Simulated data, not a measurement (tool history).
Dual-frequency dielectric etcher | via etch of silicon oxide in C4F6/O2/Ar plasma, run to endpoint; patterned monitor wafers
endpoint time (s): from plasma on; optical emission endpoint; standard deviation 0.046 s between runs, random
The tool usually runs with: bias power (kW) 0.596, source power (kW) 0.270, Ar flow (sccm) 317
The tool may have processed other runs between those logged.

run	hour	bias power (kW)	source power (kW)	Ar flow (sccm)	wafers since the last listed run	hours since the last wet clean	hours since the last bias power generator calibration	hours since the last source power generator calibration	hours since the last Ar flow controller change	hours since the last upper electrode change	incoming incoming film thickness, nm	endpoint time (s)
1	0.0	0.596	0.270	317	0	245.2	50.0	2241.0	1677.5	2616.5	65.3	15.4
2	21.8	0.596	0.270	317	203	267.0	71.8	2262.8	1699.3	2638.3	66.3	15.7
3	40.1	0.636	0.250	317	170	285.3	90.1	2281.1	1717.6	2656.6	65.5	15.5
4	64.3	0.636	0.250	317	225	309.5	114.3	2305.3	1741.8	2680.8	65.2	15.5
5	97.3	0.636	0.250	317	308	342.5	147.3	2338.3	1774.8	2713.8	66.4	15.7
6	110.1	0.596	0.270	358	119	355.3	160.1	2351.1	1787.6	2726.6	65.5	15.9
# hour 158.8: wet clean of the chamber
7	159.3	0.722	0.270	244	235	0.5	209.3	2400.3	1836.8	2775.8	65.6	13.7
8	159.6	0.596	0.270	280	2	0.8	209.6	2400.6	1837.1	2776.1	66.1	15.1
9	173.1	0.596	0.210	317	126	14.3	223.1	2414.1	1850.6	2789.6	65.1	16.0
10	190.2	0.596	0.270	317	159	31.4	240.2	2431.2	1867.7	2806.7	65.0	15.1
11	203.8	0.596	0.270	317	126	45.0	253.8	2444.8	1881.3	2820.3	65.1	15.2
12	238.7	0.511	0.210	255	325	79.9	288.7	2479.7	1916.2	2855.2	65.2	16.7
13	270.4	0.530	0.270	317	295	111.6	320.4	2511.4	1947.9	2886.9	65.9	16.1
14	291.0	0.526	0.230	317	192	132.2	341.0	2532.0	1968.5	2907.5	65.9	16.8
15	315.5	0.596	0.270	376	228	156.7	365.5	2556.5	1993.0	2932.0	65.5	15.8
16	351.4	0.596	0.270	317	335	192.6	401.4	2592.4	2028.9	2967.9	65.4	15.4
17	385.4	0.596	0.330	296	317	226.6	435.4	2626.4	2062.9	3001.9	65.0	14.5
# hour 401.2: Ar flow controller replaced
# hour 467.6: source power generator calibrated
18	468.1	0.715	0.210	246	678	309.3	518.1	0.5	66.9	3084.6	65.9	15.2
# hour 498.8: upper electrode replaced
# hour 504.0: wet clean of the chamber
19	504.5	0.596	0.240	317	67	0.5	554.5	36.9	103.3	5.7	66.2	15.9
20	513.8	0.707	0.270	372	86	9.8	563.8	46.2	112.6	15.0	65.7	14.7
21	536.7	0.596	0.270	364	213	32.7	586.7	69.1	135.5	37.9	65.3	15.5
22	559.9	0.596	0.270	317	216	55.9	609.9	92.3	158.7	61.1	64.8	15.1
23	577.1	0.636	0.220	275	160	73.1	627.1	109.5	175.9	78.3	65.8	15.6
24	591.5	0.476	0.270	361	134	87.5	641.5	123.9	190.3	92.7	66.0	17.0
25	677.4	0.596	0.270	317	801	173.4	727.4	209.8	276.2	178.6	65.8	15.5
26	704.9	0.713	0.230	283	256	200.9	754.9	237.3	303.7	206.1	65.2	14.8
27	811.2	0.689	0.210	317	992	307.2	861.2	343.6	410.0	312.4	65.2	15.7
28	842.8	0.596	0.270	317	295	338.8	892.8	375.2	441.6	344.0	65.3	15.6

Consider 5 possible next runs. They are alternatives, not a sequence: every one starts from the tool as it was left by run 28. What does each give?
A	843.2	0.723	0.270	317	3	339.2	893.2	375.6	442.0	344.4	64.9	?
B	843.2	0.449	0.210	359	3	339.2	893.2	375.6	442.0	344.4	64.9	?
C	843.2	0.636	0.270	391	3	339.2	893.2	375.6	442.0	344.4	64.9	?
D	843.2	0.476	0.220	252	3	339.2	893.2	375.6	442.0	344.4	64.9	?
E	843.2	0.474	0.340	258	3	339.2	893.2	375.6	442.0	344.4	64.9	?

run	endpoint time (s)
A	14.3
B	18.5
C	15.4
D	17.1
E	15.2
The same runs, with their run-to-run variation unchanged, on a tool lacking any hidden condition would have given:
run	endpoint time (s)
A	14.0
B	18.0
C	15.0
D	16.6
E	14.8

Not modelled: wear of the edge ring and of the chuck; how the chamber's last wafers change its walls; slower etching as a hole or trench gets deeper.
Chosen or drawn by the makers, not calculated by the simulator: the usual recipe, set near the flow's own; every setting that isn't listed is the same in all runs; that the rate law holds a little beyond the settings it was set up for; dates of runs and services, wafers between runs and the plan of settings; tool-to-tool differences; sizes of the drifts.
